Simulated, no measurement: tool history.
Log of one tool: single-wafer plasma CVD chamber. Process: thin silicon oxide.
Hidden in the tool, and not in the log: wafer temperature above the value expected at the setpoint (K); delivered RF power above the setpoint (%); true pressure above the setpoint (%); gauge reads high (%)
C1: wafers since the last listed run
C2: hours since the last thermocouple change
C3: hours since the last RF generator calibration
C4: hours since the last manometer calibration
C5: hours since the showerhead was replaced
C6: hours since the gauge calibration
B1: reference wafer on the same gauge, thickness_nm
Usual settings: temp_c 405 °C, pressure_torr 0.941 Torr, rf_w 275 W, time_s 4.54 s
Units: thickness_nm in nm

Run 1, day 0.000: usual settings but temp_c 410 °C; C1 0; C2 1546.3; C3 1816.2; C4 2049.2; C5 2149.6; C6 311.9; B1 9.718. Result: thickness_nm 8.472 nm.
At day 0.242: gauge calibrated.
Run 2, day 0.704: usual settings; C1 611; C2 1563.2; C3 1833.1; C4 2066.1; C5 2166.5; C6 11.1; B1 9.724. Result: thickness_nm 8.462 nm.
Run 3, day 1.346: usual settings; C1 557; C2 1578.6; C3 1848.5; C4 2081.5; C5 2181.9; C6 26.5; B1 9.717. Result: thickness_nm 8.504 nm.
Run 4, day 1.621: usual settings but rf_w 315 W; C1 238; C2 1585.2; C3 1855.1; C4 2088.1; C5 2188.5; C6 33.1; B1 9.728. Result: thickness_nm 8.848 nm.
Run 5, day 1.892: usual settings but rf_w 315 W; C1 235; C2 1591.7; C3 1861.6; C4 2094.6; C5 2195.0; C6 39.6; B1 9.720. Result: thickness_nm 8.839 nm.
Run 6, day 2.483: usual settings but rf_w 255 W; C1 513; C2 1605.9; C3 1875.8; C4 2108.8; C5 2209.2; C6 53.8; B1 9.717. Result: thickness_nm 8.281 nm.
Run 7, day 2.979: usual settings; C1 430; C2 1617.8; C3 1887.7; C4 2120.7; C5 2221.1; C6 65.7; B1 9.716. Result: thickness_nm 8.477 nm.
Run 8, day 3.675: usual settings; C1 604; C2 1634.5; C3 1904.4; C4 2137.4; C5 2237.8; C6 82.4; B1 9.724. Result: thickness_nm 8.490 nm.
Run 9, day 4.321: usual settings; C1 560; C2 1650.0; C3 1919.9; C4 2152.9; C5 2253.3; C6 97.9; B1 9.718. Result: thickness_nm 8.458 nm.
At day 5.079: thermocouple changed; heater temperature recalibrated.
Run 10, day 5.100: usual settings but pressure_torr 0.782 Torr; C1 387; C2 0.5; C3 1938.6; C4 2171.6; C5 2272.0; C6 116.6; B1 9.719. Result: thickness_nm 6.902 nm.
Run 11, day 5.625: usual settings but pressure_torr 0.782 Torr; C1 455; C2 13.1; C3 1951.2; C4 2184.2; C5 2284.6; C6 129.2; B1 9.719. Result: thickness_nm 6.927 nm.
Run 12, day 5.996: usual settings but pressure_torr 0.782 Torr; C1 322; C2 22.0; C3 1960.1; C4 2193.1; C5 2293.5; C6 138.1; B1 9.715. Result: thickness_nm 6.906 nm.
Run 13, day 6.708: usual settings but time_s 4.34 s; C1 618; C2 39.1; C3 1977.2; C4 2210.2; C5 2310.6; C6 155.2; B1 9.719. Result: thickness_nm 8.137 nm.
Run 14, day 7.454: usual settings but time_s 4.34 s; C1 647; C2 57.0; C3 1995.1; C4 2228.1; C5 2328.5; C6 173.1; B1 9.712. Result: thickness_nm 8.097 nm.
At day 7.992: capacitance manometer re-zeroed and calibrated.
Run 15, day 8.171: usual settings but temp_c 396 °C, pressure_torr 1.041 Torr, time_s 4.30 s; C1 332; C2 74.2; C3 2012.3; C4 4.3; C5 2345.7; C6 190.3; B1 9.729. Result: thickness_nm 8.569 nm.
Run 16, day 8.462: usual settings but temp_c 394 °C, time_s 5.42 s; C1 253; C2 81.2; C3 2019.3; C4 11.3; C5 2352.7; C6 197.3; B1 9.720. Result: thickness_nm 9.869 nm.
Run 17, day 8.858: usual settings; C1 343; C2 90.7; C3 2028.8; C4 20.8; C5 2362.2; C6 206.8; B1 9.718. Result: thickness_nm 8.132 nm.
At day 9.804: RF generator calibrated.
Run 18, day 9.825: usual settings but pressure_torr 1.175 Torr, time_s 3.75 s; C1 549; C2 113.9; C3 0.5; C4 44.0; C5 2385.4; C6 230.0; B1 9.719. Result: thickness_nm 8.191 nm.
Run 19, day 10.000: usual settings; C1 151; C2 118.1; C3 4.7; C4 48.2; C5 2389.6; C6 234.2; B1 9.714. Result: thickness_nm 8.174 nm.
Run 20, day 10.638: usual settings; C1 553; C2 133.4; C3 20.0; C4 63.5; C5 2404.9; C6 249.5; B1 9.722. Result: thickness_nm 8.099 nm.
Run 21, day 11.129: usual settings; C1 426; C2 145.2; C3 31.8; C4 75.3; C5 2416.7; C6 261.3; B1 9.721. Result: thickness_nm 8.111 nm.
At day 11.771: gauge calibrated.
At day 11.888: capacitance manometer re-zeroed and calibrated, repeated, since the last time left the tool worse.
At day 12.129: showerhead replaced.
Run 22, day 12.150: usual settings but temp_c 411 °C, rf_w 330 W, time_s 4.08 s; C1 384; C2 169.7; C3 56.3; C4 6.3; C5 0.5; C6 9.1; B1 9.721. Result: thickness_nm 8.531 nm.
Run 23, day 12.162: usual settings but pressure_torr 1.167 Torr; C1 10; C2 170.0; C3 56.6; C4 6.6; C5 0.8; C6 9.4; B1 9.715. Result: thickness_nm 10.692 nm.
Run 24, day 12.600: usual settings but pressure_torr 1.011 Torr, rf_w 225 W, time_s 4.11 s; C1 379; C2 180.5; C3 67.1; C4 17.1; C5 11.3; C6 19.9; B1 9.722. Result: thickness_nm 8.129 nm.
Run 25, day 13.925: usual settings; C1 1150; C2 212.3; C3 98.9; C4 48.9; C5 43.1; C6 51.7; B1 9.725. Result: thickness_nm 8.981 nm.
Run 26, day 14.254: usual settings but rf_w 290 W; C1 285; C2 220.2; C3 106.8; C4 56.8; C5 51.0; C6 59.6; B1 9.720. Result: thickness_nm 9.161 nm.
Run 27, day 15.071: usual settings but temp_c 399 °C; C1 709; C2 239.8; C3 126.4; C4 76.4; C5 70.6; C6 79.2; B1 9.724. Result: thickness_nm 9.016 nm.
Run 28, day 15.550: usual settings but rf_w 325 W; C1 416; C2 251.3; C3 137.9; C4 87.9; C5 82.1; C6 90.7; B1 9.724. Result: thickness_nm 9.454 nm.
Run 29, day 15.833: usual settings; C1 246; C2 258.1; C3 144.7; C4 94.7; C5 88.9; C6 97.5; B1 9.724. Result: thickness_nm 8.995 nm.

Forecast each of these 4 alternatives for the next run:
Run A, day 15.850: usual settings; C1 14; C2 258.5; C3 145.1; C4 95.1; C5 89.3; C6 97.9; B1 ?. Result: thickness_nm ?.
Run B, day 15.850: usual settings but temp_c 391 °C, rf_w 240 W; C1 14; C2 258.5; C3 145.1; C4 95.1; C5 89.3; C6 97.9; B1 ?. Result: thickness_nm ?.
Run C, day 15.850: usual settings but pressure_torr 0.741 Torr, rf_w 220 W; C1 14; C2 258.5; C3 145.1; C4 95.1; C5 89.3; C6 97.9; B1 ?. Result: thickness_nm ?.
Run D, day 15.850: usual settings but rf_w 250 W, time_s 3.84 s; C1 14; C2 258.5; C3 145.1; C4 95.1; C5 89.3; C6 97.9; B1 ?. Result: thickness_nm ?.

run     B1  thickness_nm
  A  9.725         8.984
  B  9.725         8.656
  C  9.725         6.442
  D  9.725         7.363
Without the tool's hidden state the same runs would have given:
run  thickness_nm
  A         9.044
  B         8.713
  C         6.495
  D         7.412
